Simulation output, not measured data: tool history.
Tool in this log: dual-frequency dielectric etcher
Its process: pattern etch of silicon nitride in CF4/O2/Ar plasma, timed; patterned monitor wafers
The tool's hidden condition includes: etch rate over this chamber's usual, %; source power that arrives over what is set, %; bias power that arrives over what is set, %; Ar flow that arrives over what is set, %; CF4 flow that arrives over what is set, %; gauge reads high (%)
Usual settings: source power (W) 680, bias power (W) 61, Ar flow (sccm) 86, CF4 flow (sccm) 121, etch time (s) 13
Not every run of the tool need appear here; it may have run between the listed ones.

run,hour,source power (W),bias power (W),Ar flow (sccm),CF4 flow (sccm),etch time (s),wafers since the last listed run,hours since the last wet clean,hours since the last source power generator calibration,hours since the last bias power generator calibration,hours since the last Ar flow controller change,hours since the last CF4 flow controller change,hours since the last upper electrode change,hours since the gauge calibration,"read-back reference wafer on the same gauge, depth_nm",mean etch depth across the wafer (Å)
1,0,680,54,86,121,15,0,199.2,2207.6,3295,3693.6,3822.2,2249.8,465.9,31.15,401.3
2,25.8,680,54,86,121,15,303,225,2233.4,3320.8,3719.4,3848,2275.6,491.7,31.09,398.9
3,64.8,680,54,86,121,15,458,264,2272.4,3359.8,3758.4,3887,2314.6,530.7,31.09,395.8
4,128.9,680,61,86,121,15.5,753,328.1,2336.5,3423.9,3822.5,3951.1,2378.7,594.8,30.96,431.2
5,162.7,680,61,86,121,15.5,397,361.9,2370.3,3457.7,3856.3,3984.9,2412.5,628.6,30.93,428.9
# hour 195.8: wet clean of the chamber
6,232.4,680,61,86,121,13,537,36.6,2440,3527.4,3926,4054.6,2482.2,698.3,30.87,362.4
7,269.9,680,61,86,121,13,440,74.1,2477.5,3564.9,3963.5,4092.1,2519.7,735.8,30.8,356.1
8,313.2,680,61,86,121,13,508,117.4,2520.8,3608.2,4006.8,4135.4,2563,779.1,30.75,358
9,358.1,680,61,86,121,13,527,162.3,2565.7,3653.1,4051.7,4180.3,2607.9,824,30.71,355.6
10,388.3,680,61,86,121,11.5,354,192.5,2595.9,3683.3,4081.9,4210.5,2638.1,854.2,30.64,316.1
# hour 422.6: upper electrode replaced
11,455.2,680,61,86,121,13,504,259.4,2662.8,3750.2,4148.8,4277.4,32.6,921.1,30.59,357.5
# hour 516.6: Ar flow controller replaced
# hour 520.7: bias power generator calibrated
# hour 544: wet clean of the chamber
12,544.5,830,74,86,121,13,657,0.5,2752.1,23.8,27.9,4366.7,121.9,1010.4,30.46,468.3
13,549.8,680,55,86,121,13,62,5.8,2757.4,29.1,33.2,4372,127.2,1015.7,30.45,339
14,613,680,61,86,121,13,742,69,2820.6,92.3,96.4,4435.2,190.4,1078.9,30.36,358.8
# hour 639: CF4 flow controller replaced
# hour 660.6: gauge calibrated
15,661.5,610,51,65,133,13,499,117.5,2869.1,140.8,144.9,22.5,238.9,0.9,31.72,317.9
# hour 783.3: source power generator calibrated
16,847.7,530,61,86,121,16,2141,303.7,64.4,327,331.1,208.7,425.1,187.1,31.45,347.5
# hour 910: wet clean of the chamber
17,910.5,790,51,86,135,9,455,0.5,127.2,389.8,393.9,271.5,487.9,249.9,31.4,276.5
18,951.6,680,61,67,121,14.5,483,41.6,168.3,430.9,435,312.6,529,291,31.31,419.5
19,977.7,680,48,86,121,13,306,67.7,194.4,457,461.1,338.7,555.1,317.1,31.29,332.3
20,1041.1,680,61,96,121,10.5,745,131.1,257.8,520.4,524.5,402.1,618.5,380.5,31.22,288.9
21,1099.6,680,61,86,121,13,687,189.6,316.3,578.9,583,460.6,677,439,31.1,364.1

What if the next run were any one of these 4? Each begins from the tool's condition after run 21:
A,1100,680,52,86,121,13,4,190,316.7,579.3,583.4,461,677.4,439.4,?,?
B,1100,630,49,86,136,13,4,190,316.7,579.3,583.4,461,677.4,439.4,?,?
C,1100,680,61,79,109,13,4,190,316.7,579.3,583.4,461,677.4,439.4,?,?
D,1100,680,54,86,121,13,4,190,316.7,579.3,583.4,461,677.4,439.4,?,?

run,"read-back reference wafer on the same gauge, depth_nm",mean etch depth across the wafer (Å)
A,31.15,341.4
B,31.15,310.4
C,31.15,365.7
D,31.15,346.9
What these runs would have given with no unlogged condition in the tool:
run,mean etch depth across the wafer (Å)
A,347.7
B,316.1
C,372.4
D,353.3
